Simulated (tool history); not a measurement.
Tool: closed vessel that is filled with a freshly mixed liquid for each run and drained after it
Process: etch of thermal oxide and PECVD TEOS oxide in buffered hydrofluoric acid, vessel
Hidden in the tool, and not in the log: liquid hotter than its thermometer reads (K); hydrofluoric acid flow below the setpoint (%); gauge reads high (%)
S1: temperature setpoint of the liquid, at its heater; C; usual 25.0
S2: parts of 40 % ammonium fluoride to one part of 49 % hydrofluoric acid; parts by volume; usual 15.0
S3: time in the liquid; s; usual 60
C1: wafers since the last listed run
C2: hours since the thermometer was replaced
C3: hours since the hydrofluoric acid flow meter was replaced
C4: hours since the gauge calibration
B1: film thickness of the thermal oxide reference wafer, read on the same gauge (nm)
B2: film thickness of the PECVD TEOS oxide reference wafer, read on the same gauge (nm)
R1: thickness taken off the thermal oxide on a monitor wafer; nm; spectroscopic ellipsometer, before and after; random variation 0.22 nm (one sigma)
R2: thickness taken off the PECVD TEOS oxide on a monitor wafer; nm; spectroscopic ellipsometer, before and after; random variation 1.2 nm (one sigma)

Run 1, hour 0.0: usual settings; C1 0; C2 730.1; C3 585.5; C4 1774.9; B1 49.98; B2 60.01. Result: R1 54.49 nm, R2 160.81 nm.
At hour 27.5: thermometer replaced.
At hour 29.5: hydrofluoric acid flow meter replaced.
Run 2, hour 36.8: usual settings; C1 2542; C2 9.3; C3 7.3; C4 1811.7; B1 50.02; B2 60.00. Result: R1 53.34 nm, R2 155.18 nm.
Run 3, hour 66.1: usual settings; C1 2140; C2 38.6; C3 36.6; C4 1841.0; B1 50.00; B2 60.00. Result: R1 53.43 nm, R2 153.97 nm.
At hour 90.9: gauge calibrated.
Run 4, hour 109.6: usual settings; C1 3177; C2 82.1; C3 80.1; C4 18.7; B1 50.00; B2 60.02. Result: R1 53.31 nm, R2 154.05 nm.
Run 5, hour 224.6: usual settings; C1 8400; C2 197.1; C3 195.1; C4 133.7; B1 49.99; B2 59.99. Result: R1 53.32 nm, R2 155.59 nm.
Run 6, hour 253.3: usual settings; C1 2096; C2 225.8; C3 223.8; C4 162.4; B1 49.99; B2 59.99. Result: R1 53.80 nm, R2 156.33 nm.
Run 7, hour 292.8: usual settings; C1 2885; C2 265.3; C3 263.3; C4 201.9; B1 50.00; B2 60.01. Result: R1 53.33 nm, R2 157.61 nm.
Run 8, hour 322.7: usual settings; C1 2184; C2 295.2; C3 293.2; C4 231.8; B1 50.01; B2 60.00. Result: R1 53.23 nm, R2 154.21 nm.
Run 9, hour 357.3: usual settings but S1 23.5 C, S3 45 s; C1 2527; C2 329.8; C3 327.8; C4 266.4; B1 50.00; B2 59.99. Result: R1 37.22 nm, R2 109.75 nm.
Run 10, hour 402.5: usual settings but S1 23.0 C, S3 70 s; C1 3301; C2 375.0; C3 373.0; C4 311.6; B1 50.00; B2 59.98. Result: R1 56.53 nm, R2 161.02 nm.
Run 11, hour 439.0: usual settings; C1 2666; C2 411.5; C3 409.5; C4 348.1; B1 49.98; B2 60.00. Result: R1 53.73 nm, R2 153.75 nm.
Run 12, hour 501.8: usual settings but S1 22.0 C, S2 17.0 parts by volume; C1 4587; C2 474.3; C3 472.3; C4 410.9; B1 50.02; B2 60.00. Result: R1 40.56 nm, R2 117.09 nm.
Run 13, hour 556.9: usual settings but S1 22.5 C, S2 11.0 parts by volume; C1 4025; C2 529.4; C3 527.4; C4 466.0; B1 49.99; B2 59.99. Result: R1 63.53 nm, R2 185.23 nm.
Run 14, hour 583.5: usual settings but S1 28.0 C; C1 1943; C2 556.0; C3 554.0; C4 492.6; B1 50.00; B2 59.99. Result: R1 63.69 nm, R2 182.18 nm.
Run 15, hour 620.1: usual settings but S1 28.0 C, S2 10.5 parts by volume, S3 90 s; C1 2673; C2 592.6; C3 590.6; C4 529.2; B1 50.00; B2 60.00. Result: R1 135.66 nm, R2 394.07 nm.
Run 16, hour 666.6: usual settings; C1 3396; C2 639.1; C3 637.1; C4 575.7; B1 49.99; B2 60.00. Result: R1 54.61 nm, R2 159.37 nm.
Run 17, hour 699.1: usual settings but S1 26.5 C, S2 21.0 parts by volume; C1 2374; C2 671.6; C3 669.6; C4 608.2; B1 50.00; B2 59.99. Result: R1 42.80 nm, R2 124.68 nm.
At hour 724.9: hydrofluoric acid flow meter replaced.
Run 18, hour 756.3: usual settings; C1 4105; C2 728.8; C3 31.4; C4 665.4; B1 50.00; B2 60.00. Result: R1 54.49 nm, R2 156.03 nm.
At hour 782.0: thermometer replaced.
Run 19, hour 816.5: usual settings but S1 28.0 C, S2 20.0 parts by volume, S3 30 s; C1 4324; C2 34.5; C3 91.6; C4 725.6; B1 49.99; B2 60.00. Result: R1 23.65 nm, R2 67.90 nm.
Run 20, hour 846.5: usual settings but S2 19.0 parts by volume, S3 30 s; C1 2191; C2 64.5; C3 121.6; C4 755.6; B1 50.00; B2 59.99. Result: R1 21.12 nm, R2 61.13 nm.
Run 21, hour 894.4: usual settings; C1 3499; C2 112.4; C3 169.5; C4 803.5; B1 49.98; B2 60.00. Result: R1 53.84 nm, R2 157.62 nm.
Run 22, hour 960.4: usual settings but S1 23.5 C, S2 9.0 parts by volume, S3 40 s; C1 4821; C2 178.4; C3 235.5; C4 869.5; B1 49.98; B2 60.00. Result: R1 52.73 nm, R2 151.74 nm.
Run 23, hour 1026.9: usual settings; C1 4857; C2 244.9; C3 302.0; C4 936.0; B1 49.99; B2 60.01. Result: R1 53.92 nm, R2 156.21 nm.
Run 24, hour 1061.1: usual settings but S1 30.0 C, S2 10.0 parts by volume, S3 30 s; C1 2498; C2 279.1; C3 336.2; C4 970.2; B1 50.00; B2 60.01. Result: R1 52.28 nm, R2 150.28 nm.
Run 25, hour 1095.6: usual settings but S1 21.0 C, S2 9.5 parts by volume; C1 2520; C2 313.6; C3 370.7; C4 1004.7; B1 50.01; B2 59.98. Result: R1 66.45 nm, R2 191.86 nm.
Run 26, hour 1161.2: usual settings; C1 4792; C2 379.2; C3 436.3; C4 1070.3; B1 50.01; B2 60.01. Result: R1 54.06 nm, R2 155.01 nm.

Forecast each of these 4 alternatives for the next run:
Run A, hour 1161.9: usual settings; C1 51; C2 379.9; C3 437.0; C4 1071.0; B1 ?; B2 ?. Result: R1 ?, R2 ?.
Run B, hour 1161.9: usual settings but S3 80 s; C1 51; C2 379.9; C3 437.0; C4 1071.0; B1 ?; B2 ?. Result: R1 ?, R2 ?.
Run C, hour 1161.9: usual settings but S2 10.5 parts by volume, S3 80 s; C1 51; C2 379.9; C3 437.0; C4 1071.0; B1 ?; B2 ?. Result: R1 ?, R2 ?.
Run D, hour 1161.9: usual settings but S1 20.5 C, S3 80 s; C1 51; C2 379.9; C3 437.0; C4 1071.0; B1 ?; B2 ?. Result: R1 ?, R2 ?.

run     B1     B2      R1      R2
  A  50.00  59.99   53.72  154.24
  B  50.00  59.99   71.63  205.65
  C  50.00  59.99  101.53  291.49
  D  50.00  59.99   55.93  160.57
Without the tool's hidden state the same runs would have given:
run      R1      R2
  A   53.03  152.24
  B   70.71  202.99
  C  100.22  287.73
  D   55.19  158.43

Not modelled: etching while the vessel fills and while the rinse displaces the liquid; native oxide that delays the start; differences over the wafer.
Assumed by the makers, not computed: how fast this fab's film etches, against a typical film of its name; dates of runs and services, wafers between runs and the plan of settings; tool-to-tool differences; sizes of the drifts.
